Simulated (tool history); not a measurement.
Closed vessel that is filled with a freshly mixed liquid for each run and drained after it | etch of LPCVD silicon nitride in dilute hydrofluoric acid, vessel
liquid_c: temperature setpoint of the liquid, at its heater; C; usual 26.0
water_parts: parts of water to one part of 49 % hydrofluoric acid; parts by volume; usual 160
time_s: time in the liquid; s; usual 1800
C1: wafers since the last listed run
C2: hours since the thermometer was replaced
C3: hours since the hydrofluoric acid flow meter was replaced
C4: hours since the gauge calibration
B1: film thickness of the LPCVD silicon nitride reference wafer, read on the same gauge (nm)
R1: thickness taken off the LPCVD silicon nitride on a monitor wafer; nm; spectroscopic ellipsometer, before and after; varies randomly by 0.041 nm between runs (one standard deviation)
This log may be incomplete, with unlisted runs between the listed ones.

Run 1, hour 0.0: usual settings; C1 0; C2 1911.4; C3 2030.4; C4 102.3; B1 59.98. Result: R1 8.33 nm.
Run 2, hour 19.0: usual settings; C1 459; C2 1930.4; C3 2049.4; C4 121.3; B1 60.01. Result: R1 8.31 nm.
Run 3, hour 43.8: usual settings; C1 599; C2 1955.2; C3 2074.2; C4 146.1; B1 60.01. Result: R1 8.43 nm.
Run 4, hour 66.5: usual settings but liquid_c 24.0 C, time_s 2235 s; C1 548; C2 1977.9; C3 2096.9; C4 168.8; B1 60.01. Result: R1 9.22 nm.
Run 5, hour 79.5: usual settings but time_s 1555 s; C1 314; C2 1990.9; C3 2109.9; C4 181.8; B1 59.99. Result: R1 7.24 nm.
Run 6, hour 96.7: usual settings but time_s 1555 s; C1 415; C2 2008.1; C3 2127.1; C4 199.0; B1 60.03. Result: R1 7.24 nm.
Run 7, hour 122.9: usual settings; C1 633; C2 2034.3; C3 2153.3; C4 225.2; B1 59.99. Result: R1 8.40 nm.
At hour 146.5: gauge calibrated.
Run 8, hour 151.4: usual settings; C1 689; C2 2062.8; C3 2181.8; C4 4.9; B1 60.03. Result: R1 8.48 nm.
Run 9, hour 185.8: usual settings but water_parts 205 parts by volume; C1 831; C2 2097.2; C3 2216.2; C4 39.3; B1 60.02. Result: R1 6.53 nm.
Run 10, hour 211.8: usual settings but liquid_c 27.5 C, water_parts 235 parts by volume, time_s 2265 s; C1 628; C2 2123.2; C3 2242.2; C4 65.3; B1 60.02. Result: R1 7.82 nm.
Run 11, hour 239.8: usual settings; C1 677; C2 2151.2; C3 2270.2; C4 93.3; B1 60.03. Result: R1 8.59 nm.
Run 12, hour 266.7: usual settings but liquid_c 29.5 C, water_parts 105 parts by volume; C1 650; C2 2178.1; C3 2297.1; C4 120.2; B1 60.01. Result: R1 16.17 nm.
At hour 269.9: thermometer replaced.
At hour 281.8: hydrofluoric acid flow meter replaced.
Run 13, hour 289.3: usual settings but liquid_c 28.5 C, water_parts 95 parts by volume, time_s 2340 s; C1 498; C2 19.4; C3 7.5; C4 142.8; B1 60.01. Result: R1 18.34 nm.
Run 14, hour 311.9: usual settings but water_parts 185 parts by volume; C1 546; C2 42.0; C3 30.1; C4 165.4; B1 60.02. Result: R1 6.24 nm.
Run 15, hour 375.2: usual settings but liquid_c 24.0 C; C1 1530; C2 105.3; C3 93.4; C4 228.7; B1 60.03. Result: R1 6.46 nm.
Run 16, hour 389.8: usual settings; C1 353; C2 119.9; C3 108.0; C4 243.3; B1 60.03. Result: R1 7.34 nm.

What if the next run were any one of these 3? Each begins from the tool's condition after run 16:
Run A, hour 390.9: usual settings but time_s 1165 s; C1 26; C2 121.0; C3 109.1; C4 244.4; B1 ?. Result: R1 ?.
Run B, hour 390.9: usual settings but liquid_c 22.5 C, time_s 860 s; C1 26; C2 121.0; C3 109.1; C4 244.4; B1 ?. Result: R1 ?.
Run C, hour 390.9: usual settings but liquid_c 30.5 C, water_parts 215 parts by volume, time_s 2445 s; C1 26; C2 121.0; C3 109.1; C4 244.4; B1 ?. Result: R1 ?.

run     B1    R1
  A  60.03  4.66
  B  60.03  2.75
  C  60.03  9.53
Had the tool no hidden state, the same runs would have come out as:
run    R1
  A  4.52
  B  2.66
  C  9.26
